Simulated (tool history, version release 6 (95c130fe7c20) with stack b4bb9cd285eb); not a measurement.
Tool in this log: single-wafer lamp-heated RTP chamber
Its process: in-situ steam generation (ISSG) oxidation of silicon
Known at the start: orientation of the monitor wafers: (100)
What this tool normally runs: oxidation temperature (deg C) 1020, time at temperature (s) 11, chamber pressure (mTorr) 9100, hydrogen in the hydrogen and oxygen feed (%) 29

run,day,oxidation temperature (deg C),time at temperature (s),chamber pressure (mTorr),hydrogen in the hydrogen and oxygen feed (%),wafers since the last listed run,wafers since the last pyrometer calibration,hours since the pressure gauge was zeroed,hours since the hydrogen flow controller was replaced,hours since the gauge calibration,"read-back reference wafer on the same gauge, thickness",oxide thickness on the monitor wafer (Å)
1,0,1020,11,9500,29,0,2451,2446.9,2421.4,124.5,4.601,47.05
2,2.292,1020,11,10200,29,706,3158,2501.9,2476.4,179.5,4.6,46.34
3,10.55,1020,11,10200,29,2545,5703,2700.1,2674.6,377.7,4.601,46.43
4,12.683,1020,11,10200,29,657,6360,2751.3,2725.8,428.9,4.595,46.4
5,14.362,1020,11,9100,29,517,6878,2791.6,2766.1,469.2,4.598,47.29
6,15.717,1020,11,7900,29,417,7295,2824.1,2798.6,501.7,4.599,48.26
7,18.15,1020,11,7900,29,749,8045,2882.5,2857,560.1,4.602,48.47
# day 18.654: pyrometer window cleaned and pyrometer calibrated
8,20.108,1020,11,9100,29,500,448,2929.5,2904,607.1,4.599,47.76
9,22.588,1020,11,9100,29,764,1212,2989,2963.5,666.6,4.603,47.64
10,24.758,1020,11,9100,29,669,1881,3041.1,3015.6,718.7,4.599,47.55
11,27.617,1020,11,9100,29,880,2762,3109.7,3084.2,787.3,4.596,47.44
12,30.488,1020,13,9100,29,884,3646,3178.6,3153.1,856.2,4.597,51.17
13,33.429,1027,11,7800,20,906,4553,3249.2,3223.7,926.8,4.604,45.02
14,35.75,1038,9,9100,29,715,5268,3304.9,3279.4,982.5,4.601,46.59

Run 15, settings as shown, results not yet in. Your forecast:
15,38.354,1020,11,9500,29,802,6071,3367.4,3341.9,1045,?,?

{"run 15": {"read-back reference wafer on the same gauge, thickness": 4.601, "oxide thickness on the monitor wafer (Å)": 47.07}}
With no hidden state in the tool, this same run would have given oxide thickness on the monitor wafer (Å) 47.07.
